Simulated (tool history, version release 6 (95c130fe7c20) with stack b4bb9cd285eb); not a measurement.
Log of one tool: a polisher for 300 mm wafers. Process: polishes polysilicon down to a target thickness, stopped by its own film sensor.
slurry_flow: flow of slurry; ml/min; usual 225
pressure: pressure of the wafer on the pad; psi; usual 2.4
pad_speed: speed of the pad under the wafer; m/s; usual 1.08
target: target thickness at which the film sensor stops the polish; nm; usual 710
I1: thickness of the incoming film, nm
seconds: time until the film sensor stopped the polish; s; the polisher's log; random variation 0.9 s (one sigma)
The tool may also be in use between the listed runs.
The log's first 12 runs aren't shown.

Run 13, hour 294: usual settings but pressure 2.2 psi; I1 1277.8. Result: seconds 89.6 s.
Run 14, hour 322.9: usual settings but pressure 2.2 psi; I1 1277.9. Result: seconds 92.9 s.
At hour 340.9: slurry nozzle cleaned.
Run 15, hour 348.9: usual settings; I1 1299.1. Result: seconds 90 s.
Run 16, hour 361.2: usual settings but pad_speed 0.9 m/s; I1 1303.1. Result: seconds 109.4 s.
Run 17, hour 375.8: usual settings but slurry_flow 265 ml/min; I1 1282.4. Result: seconds 89.9 s.
At hour 397.1: worn pad replaced by a new one.
Run 18, hour 399.7: usual settings; I1 1293.8. Result: seconds 84.2 s.
Run 19, hour 423.1: usual settings but pressure 2.9 psi, pad_speed 0.84 m/s, target 648 nm; I1 1275.6. Result: seconds 97.2 s.
Run 20, hour 456.8: usual settings but pressure 3.1 psi, pad_speed 0.74 m/s, target 614 nm; I1 1275.3. Result: seconds 113.5 s.
Run 21, hour 481.3: usual settings but slurry_flow 190 ml/min, pressure 3.1 psi; I1 1278.3. Result: seconds 69.9 s.
Run 22, hour 502.8: usual settings but slurry_flow 290 ml/min; I1 1270.3. Result: seconds 84.9 s.
At hour 527.4: worn pad replaced by a new one.
At hour 529.2: head pressure recalibrated.
Run 23, hour 529.7: usual settings; I1 1274.1. Result: seconds 80.8 s.
Run 24, hour 551.1: usual settings but slurry_flow 150 ml/min, pressure 1.6 psi, pad_speed 1.36 m/s, target 805 nm; I1 1285.9. Result: seconds 86.1 s.
Run 25, hour 570.6: usual settings but slurry_flow 190 ml/min, pressure 1.7 psi, target 604 nm; I1 1262.4. Result: seconds 137.9 s.
Run 26, hour 591: usual settings but slurry_flow 300 ml/min; I1 1293.8. Result: seconds 86.3 s.
Run 27, hour 626.2: usual settings; I1 1258.5. Result: seconds 84.1 s.
Run 28, hour 646.6: usual settings but pressure 2.7 psi, target 865 nm; I1 1269. Result: seconds 56.4 s.
At hour 658.1: worn pad replaced by a new one.
Run 29, hour 671.6: usual settings but slurry_flow 270 ml/min, pressure 1.6 psi; I1 1284.5. Result: seconds 115.1 s.
Run 30, hour 685.6: usual settings; I1 1275.1. Result: seconds 82.1 s.

4 ways to go on from here, each from the tool as it stands after run 30. What would each give?
Run A, hour 686.1: usual settings but target 560 nm; I1 1304.5. Result: seconds ?.
Run B, hour 686.1: usual settings but slurry_flow 185 ml/min; I1 1304.5. Result: seconds ?.
Run C, hour 686.1: usual settings but target 512 nm; I1 1304.5. Result: seconds ?.
Run D, hour 686.1: usual settings but slurry_flow 150 ml/min, pad_speed 1.2 m/s; I1 1304.5. Result: seconds ?.

run  seconds
  A    106.4
  B     87.3
  C    113.2
  D     81.4
Without the tool's hidden state the same runs would have given:
run  seconds
  A    102.6
  B     84.2
  C    109.2
  D     78.5
